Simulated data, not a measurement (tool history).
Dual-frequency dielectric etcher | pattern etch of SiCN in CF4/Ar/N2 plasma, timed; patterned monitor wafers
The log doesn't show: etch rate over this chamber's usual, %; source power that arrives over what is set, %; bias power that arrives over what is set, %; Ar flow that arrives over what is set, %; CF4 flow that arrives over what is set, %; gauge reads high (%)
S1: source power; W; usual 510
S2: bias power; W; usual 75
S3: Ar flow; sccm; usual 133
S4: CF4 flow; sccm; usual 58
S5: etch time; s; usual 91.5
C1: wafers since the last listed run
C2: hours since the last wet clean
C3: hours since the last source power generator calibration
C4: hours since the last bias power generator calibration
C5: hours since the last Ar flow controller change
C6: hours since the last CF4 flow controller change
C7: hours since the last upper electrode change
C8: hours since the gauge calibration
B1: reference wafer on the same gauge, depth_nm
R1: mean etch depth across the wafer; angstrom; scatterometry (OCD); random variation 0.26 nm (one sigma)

Run 1, day 0.000: usual settings but S1 620 W, S3 100 sccm, S4 48 sccm, S5 102.0 s; C1 0; C2 301.8; C3 4940.2; C4 2488.6; C5 152.5; C6 414.8; C7 1917.1; C8 988.6; B1 77.2. Result: R1 1137 angstrom.
At day 1.546: source power generator calibrated.
Run 2, day 2.688: usual settings; C1 562; C2 366.3; C3 27.4; C4 2553.1; C5 217.0; C6 479.3; C7 1981.6; C8 1053.1; B1 77.2. Result: R1 786 angstrom.
Run 3, day 3.925: usual settings but S1 550 W; C1 276; C2 396.0; C3 57.1; C4 2582.8; C5 246.7; C6 509.0; C7 2011.3; C8 1082.8; B1 77.3. Result: R1 851 angstrom.
At day 7.108: wet clean of the chamber.
Run 4, day 12.558: usual settings but S1 550 W, S3 112 sccm, S4 50 sccm, S5 81.0 s; C1 1704; C2 130.8; C3 264.3; C4 2790.0; C5 453.9; C6 716.2; C7 2218.5; C8 1290.0; B1 77.1. Result: R1 757 angstrom.
At day 14.704: upper electrode replaced.
Run 5, day 14.725: usual settings but S1 610 W, S5 75.0 s; C1 260; C2 182.8; C3 316.3; C4 2842.0; C5 505.9; C6 768.2; C7 0.5; C8 1342.0; B1 77.1. Result: R1 786 angstrom.
Run 6, day 15.462: usual settings but S4 62 sccm; C1 164; C2 200.5; C3 334.0; C4 2859.7; C5 523.6; C6 785.9; C7 18.2; C8 1359.7; B1 77.2. Result: R1 807 angstrom.
At day 17.150: gauge calibrated.
Run 7, day 20.512: usual settings but S3 111 sccm; C1 1127; C2 321.7; C3 455.2; C4 2980.9; C5 644.8; C6 907.1; C7 139.4; C8 80.7; B1 77.2. Result: R1 824 angstrom.
Run 8, day 22.112: usual settings but S4 64 sccm, S5 75.5 s; C1 357; C2 360.1; C3 493.6; C4 3019.3; C5 683.2; C6 945.5; C7 177.8; C8 119.1; B1 77.2. Result: R1 673 angstrom.
Run 9, day 23.500: usual settings but S2 58 W, S5 100.0 s; C1 309; C2 393.4; C3 526.9; C4 3052.6; C5 716.5; C6 978.8; C7 211.1; C8 152.4; B1 77.2. Result: R1 813 angstrom.
At day 24.717: bias power generator calibrated.
Run 10, day 24.817: usual settings but S3 105 sccm, S4 65 sccm; C1 256; C2 425.0; C3 558.5; C4 2.4; C5 748.1; C6 1010.4; C7 242.7; C8 184.0; B1 77.2. Result: R1 852 angstrom.
At day 26.404: wet clean of the chamber.
Run 11, day 27.646: usual settings but S2 67 W; C1 408; C2 29.8; C3 626.4; C4 70.3; C5 816.0; C6 1078.3; C7 310.6; C8 251.9; B1 77.2. Result: R1 778 angstrom.
Run 12, day 29.642: usual settings but S2 87 W; C1 445; C2 77.7; C3 674.3; C4 118.2; C5 863.9; C6 1126.2; C7 358.5; C8 299.8; B1 77.2. Result: R1 839 angstrom.
Run 13, day 30.854: usual settings but S4 49 sccm; C1 270; C2 106.8; C3 703.4; C4 147.3; C5 893.0; C6 1155.3; C7 387.6; C8 328.9; B1 77.2. Result: R1 775 angstrom.
Run 14, day 33.054: usual settings but S2 86 W, S5 71.5 s; C1 491; C2 159.6; C3 756.2; C4 200.1; C5 945.8; C6 1208.1; C7 440.4; C8 381.7; B1 77.2. Result: R1 653 angstrom.
Run 15, day 35.408: usual settings; C1 525; C2 216.1; C3 812.7; C4 256.6; C5 1002.3; C6 1264.6; C7 496.9; C8 438.2; B1 77.2. Result: R1 803 angstrom.
Run 16, day 37.292: usual settings but S1 550 W, S2 83 W, S5 84.0 s; C1 420; C2 261.3; C3 857.9; C4 301.8; C5 1047.5; C6 1309.8; C7 542.1; C8 483.4; B1 77.2. Result: R1 831 angstrom.
Run 17, day 39.254: usual settings but S1 640 W, S2 93 W, S3 112 sccm, S4 49 sccm; C1 438; C2 308.4; C3 905.0; C4 348.9; C5 1094.6; C6 1356.9; C7 589.2; C8 530.5; B1 77.2. Result: R1 1079 angstrom.
Run 18, day 40.333: usual settings but S1 570 W, S2 60 W, S3 143 sccm, S4 54 sccm; C1 240; C2 334.3; C3 930.9; C4 374.8; C5 1120.5; C6 1382.8; C7 615.1; C8 556.4; B1 77.2. Result: R1 825 angstrom.
Run 19, day 41.917: usual settings but S1 390 W, S2 68 W, S3 123 sccm, S4 66 sccm; C1 353; C2 372.3; C3 968.9; C4 412.8; C5 1158.5; C6 1420.8; C7 653.1; C8 594.4; B1 77.2. Result: R1 614 angstrom.
Run 20, day 43.192: usual settings but S2 87 W, S3 144 sccm, S4 63 sccm; C1 284; C2 402.9; C3 999.5; C4 443.4; C5 1189.1; C6 1451.4; C7 683.7; C8 625.0; B1 77.2. Result: R1 843 angstrom.
At day 44.267: wet clean of the chamber.
Run 21, day 45.638: usual settings; C1 322; C2 32.9; C3 1058.2; C4 502.1; C5 1247.8; C6 1510.1; C7 742.4; C8 683.7; B1 77.2. Result: R1 817 angstrom.
Run 22, day 48.200: usual settings but S5 104.5 s; C1 572; C2 94.4; C3 1119.7; C4 563.6; C5 1309.3; C6 1571.6; C7 803.9; C8 745.2; B1 77.2. Result: R1 927 angstrom.

Forecast each of these 3 alternatives for the next run:
Run A, day 48.217: usual settings; C1 3; C2 94.8; C3 1120.1; C4 564.0; C5 1309.7; C6 1572.0; C7 804.3; C8 745.6; B1 ?. Result: R1 ?.
Run B, day 48.217: usual settings but S1 450 W, S2 61 W, S3 104 sccm, S4 49 sccm; C1 3; C2 94.8; C3 1120.1; C4 564.0; C5 1309.7; C6 1572.0; C7 804.3; C8 745.6; B1 ?. Result: R1 ?.
Run C, day 48.217: usual settings but S4 71 sccm; C1 3; C2 94.8; C3 1120.1; C4 564.0; C5 1309.7; C6 1572.0; C7 804.3; C8 745.6; B1 ?. Result: R1 ?.

run    B1   R1
  A  77.2  810
  B  77.2  670
  C  77.2  845
Without the tool's hidden state the same runs would have given:
run   R1
  A  778
  B  643
  C  811

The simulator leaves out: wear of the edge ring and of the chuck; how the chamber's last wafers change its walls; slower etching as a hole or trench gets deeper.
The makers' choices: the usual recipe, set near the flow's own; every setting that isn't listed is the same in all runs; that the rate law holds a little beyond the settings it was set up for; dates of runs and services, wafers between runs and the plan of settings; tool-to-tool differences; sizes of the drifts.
